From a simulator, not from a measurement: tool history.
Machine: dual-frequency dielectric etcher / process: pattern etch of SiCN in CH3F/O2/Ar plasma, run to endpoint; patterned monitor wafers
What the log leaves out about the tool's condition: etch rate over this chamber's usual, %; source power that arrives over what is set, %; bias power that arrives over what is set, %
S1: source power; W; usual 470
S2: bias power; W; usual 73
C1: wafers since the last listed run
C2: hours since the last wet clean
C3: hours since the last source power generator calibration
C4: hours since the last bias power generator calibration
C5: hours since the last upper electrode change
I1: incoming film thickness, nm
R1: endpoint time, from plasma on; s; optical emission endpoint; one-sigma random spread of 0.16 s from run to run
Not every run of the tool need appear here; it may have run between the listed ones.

Run 1, day 0: usual settings; C1 0; C2 232.8; C3 2028.7; C4 3162.6; C5 4107.7; I1 11.6. Result: R1 29.7 s.
Run 2, day 0.571: usual settings; C1 166; C2 246.5; C3 2042.4; C4 3176.3; C5 4121.4; I1 11.83. Result: R1 30.1 s.
Run 3, day 1.208: usual settings; C1 185; C2 261.8; C3 2057.7; C4 3191.6; C5 4136.7; I1 11.7. Result: R1 29.4 s.
Run 4, day 1.842: usual settings; C1 184; C2 277; C3 2072.9; C4 3206.8; C5 4151.9; I1 11.74. Result: R1 29.4 s.
Run 5, day 2.562: usual settings; C1 210; C2 294.3; C3 2090.2; C4 3224.1; C5 4169.2; I1 11.67. Result: R1 29.4 s.
At day 3.996: upper electrode replaced, of another model than before.
Run 6, day 4.017: usual settings; C1 132; C2 329.2; C3 2125.1; C4 3259; C5 0.5; I1 11.64. Result: R1 28.9 s.
Run 7, day 4.029: usual settings; C1 3; C2 329.5; C3 2125.4; C4 3259.3; C5 0.8; I1 11.73. Result: R1 29.3 s.
Run 8, day 4.408: usual settings but S1 430 W, S2 82 W; C1 110; C2 338.6; C3 2134.5; C4 3268.4; C5 9.9; I1 11.86. Result: R1 29.3 s.
At day 5.117: bias power generator calibrated.
At day 5.638: wet clean of the chamber.
At day 5.762: source power generator calibrated.
Run 9, day 5.783: usual settings but S1 370 W, S2 62 W; C1 164; C2 3.5; C3 0.5; C4 16; C5 42.9; I1 11.65. Result: R1 36.9 s.
Run 10, day 5.796: usual settings; C1 3; C2 3.8; C3 0.8; C4 16.3; C5 43.2; I1 11.71. Result: R1 31.5 s.
Run 11, day 5.908: usual settings; C1 32; C2 6.5; C3 3.5; C4 19; C5 45.9; I1 11.84. Result: R1 31.5 s.
Run 12, day 6.475: usual settings but S1 420 W, S2 82 W; C1 165; C2 20.1; C3 17.1; C4 32.6; C5 59.5; I1 11.78. Result: R1 31.8 s.
Run 13, day 6.912: usual settings but S1 370 W, S2 88 W; C1 127; C2 30.6; C3 27.6; C4 43.1; C5 70; I1 11.62. Result: R1 32 s.
Run 14, day 7.571: usual settings but S1 440 W, S2 80 W; C1 191; C2 46.4; C3 43.4; C4 58.9; C5 85.8; I1 11.79. Result: R1 31.2 s.

A few steps of R1 between consecutive runs. Split each: what settings, incoming material and random variation would produce without the hidden state, and what is left over for the hidden state, along with gauge scatter present in only one of the two compared results (measured, and without hidden state):
Run 8 -> 9: S1 430 -> 370, S2 82 -> 62, bias power generator calibrated, wet clean of the chamber, source power generator calibrated. R1 +7.6 s: hidden state +2, all else +5.6.
